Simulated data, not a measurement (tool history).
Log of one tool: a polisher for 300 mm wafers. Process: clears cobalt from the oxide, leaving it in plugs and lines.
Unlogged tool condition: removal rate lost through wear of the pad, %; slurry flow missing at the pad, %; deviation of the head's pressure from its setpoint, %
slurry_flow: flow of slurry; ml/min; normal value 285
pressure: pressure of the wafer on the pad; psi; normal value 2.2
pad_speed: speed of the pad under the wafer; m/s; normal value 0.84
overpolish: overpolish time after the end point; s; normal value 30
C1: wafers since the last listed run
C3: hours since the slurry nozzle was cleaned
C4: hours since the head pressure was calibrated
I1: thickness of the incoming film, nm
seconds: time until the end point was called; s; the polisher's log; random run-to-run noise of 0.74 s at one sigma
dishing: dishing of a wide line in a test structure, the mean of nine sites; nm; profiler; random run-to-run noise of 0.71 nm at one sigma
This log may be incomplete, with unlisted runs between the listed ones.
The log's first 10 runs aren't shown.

run 11 hour=280.2 | slurry_flow=285 pressure=2.2 pad_speed=0.74 overpolish=39 | C1=110 wafers_polished_on_this_pad=226 C3=205.1 C4=1121.4 | I1=361.9 | seconds=94.0 dishing=51.5
run 12 hour=306.9 | slurry_flow=285 pressure=2.2 pad_speed=0.84 overpolish=30 | C1=211 wafers_polished_on_this_pad=438 C3=231.8 C4=1148.1 | I1=363.3 | seconds=83.9 dishing=48.8
-- hour=312.8 slurry nozzle cleaned
run 13 hour=326.9 | slurry_flow=285 pressure=2.2 pad_speed=0.84 overpolish=30 | C1=150 wafers_polished_on_this_pad=588 C3=14.1 C4=1168.1 | I1=366.5 | seconds=84.2 dishing=50.2
run 14 hour=344.3 | slurry_flow=285 pressure=2.2 pad_speed=0.84 overpolish=30 | C1=137 wafers_polished_on_this_pad=726 C3=31.5 C4=1185.5 | I1=362.3 | seconds=84.7 dishing=49.8
run 15 hour=379.2 | slurry_flow=285 pressure=2.2 pad_speed=0.84 overpolish=30 | C1=276 wafers_polished_on_this_pad=1002 C3=66.4 C4=1220.4 | I1=359.5 | seconds=85.4 dishing=48.3
run 16 hour=394.4 | slurry_flow=285 pressure=2.2 pad_speed=0.84 overpolish=30 | C1=120 wafers_polished_on_this_pad=1122 C3=81.6 C4=1235.6 | I1=361.5 | seconds=87.5 dishing=50.4
run 17 hour=415.7 | slurry_flow=285 pressure=2.2 pad_speed=0.84 overpolish=30 | C1=168 wafers_polished_on_this_pad=1291 C3=102.9 C4=1256.9 | I1=359.7 | seconds=88.8 dishing=49.8
run 18 hour=434.2 | slurry_flow=285 pressure=2.2 pad_speed=0.84 overpolish=30 | C1=146 wafers_polished_on_this_pad=1437 C3=121.4 C4=1275.4 | I1=361.7 | seconds=90.3 dishing=49.1
run 19 hour=449.4 | slurry_flow=245 pressure=2.2 pad_speed=1.04 overpolish=39 | C1=120 wafers_polished_on_this_pad=1558 C3=136.6 C4=1290.6 | I1=360.7 | seconds=74.6 dishing=53.0
-- hour=466.6 worn pad replaced by a new one
run 20 hour=467.1 | slurry_flow=285 pressure=2.4 pad_speed=0.84 overpolish=30 | C1=108 wafers_polished_on_this_pad=4 C3=154.3 C4=1308.3 | I1=364.3 | seconds=79.1 dishing=50.3
run 21 hour=475.8 | slurry_flow=385 pressure=2.2 pad_speed=0.84 overpolish=30 | C1=68 wafers_polished_on_this_pad=73 C3=163.0 C4=1317.0 | I1=358.0 | seconds=80.0 dishing=51.4
run 22 hour=493.2 | slurry_flow=285 pressure=2.2 pad_speed=0.84 overpolish=30 | C1=137 wafers_polished_on_this_pad=210 C3=180.4 C4=1334.4 | I1=366.9 | seconds=83.3 dishing=50.7
-- hour=533.6 slurry nozzle cleaned
-- hour=553.0 head pressure recalibrated
run 23 hour=555.4 | slurry_flow=285 pressure=2.2 pad_speed=0.84 overpolish=30 | C1=468 wafers_polished_on_this_pad=679 C3=21.8 C4=2.4 | I1=364.1 | seconds=83.6 dishing=48.7
run 24 hour=590.1 | slurry_flow=380 pressure=2.5 pad_speed=0.70 overpolish=24 | C1=274 wafers_polished_on_this_pad=953 C3=56.5 C4=37.1 | I1=362.2 | seconds=93.4 dishing=44.6
run 25 hour=606.7 | slurry_flow=285 pressure=2.5 pad_speed=0.84 overpolish=42 | C1=131 wafers_polished_on_this_pad=1085 C3=73.1 C4=53.7 | I1=363.5 | seconds=80.7 dishing=51.9
run 26 hour=621.7 | slurry_flow=205 pressure=2.2 pad_speed=0.84 overpolish=30 | C1=118 wafers_polished_on_this_pad=1204 C3=88.1 C4=68.7 | I1=358.9 | seconds=88.7 dishing=48.7
-- hour=639.2 worn pad replaced by a new one
run 27 hour=656.6 | slurry_flow=285 pressure=2.2 pad_speed=0.84 overpolish=21 | C1=244 wafers_polished_on_this_pad=137 C3=123.0 C4=103.6 | I1=363.1 | seconds=82.4 dishing=44.4
run 28 hour=692.3 | slurry_flow=285 pressure=2.2 pad_speed=0.84 overpolish=15 | C1=282 wafers_polished_on_this_pad=420 C3=158.7 C4=139.3 | I1=365.7 | seconds=84.4 dishing=39.8
run 29 hour=708.4 | slurry_flow=320 pressure=1.8 pad_speed=0.92 overpolish=43 | C1=127 wafers_polished_on_this_pad=547 C3=174.8 C4=155.4 | I1=357.3 | seconds=84.3 dishing=51.8
run 30 hour=731.1 | slurry_flow=235 pressure=2.2 pad_speed=0.68 overpolish=30 | C1=179 wafers_polished_on_this_pad=727 C3=197.5 C4=178.1 | I1=362.2 | seconds=104.2 dishing=46.6

Run 31, settings as shown, results not yet in. Your forecast:
run 31 hour=758.2 | slurry_flow=285 pressure=1.8 pad_speed=0.84 overpolish=30 | C1=214 wafers_polished_on_this_pad=942 C3=224.6 C4=205.2 | I1=358.1 | seconds=? dishing=?

Run 31 yielded seconds 95.7 s, dishing 48.1 nm.
The same run, on a tool lacking any hidden state, would have yielded seconds 92.3 s, dishing 48.5 nm.
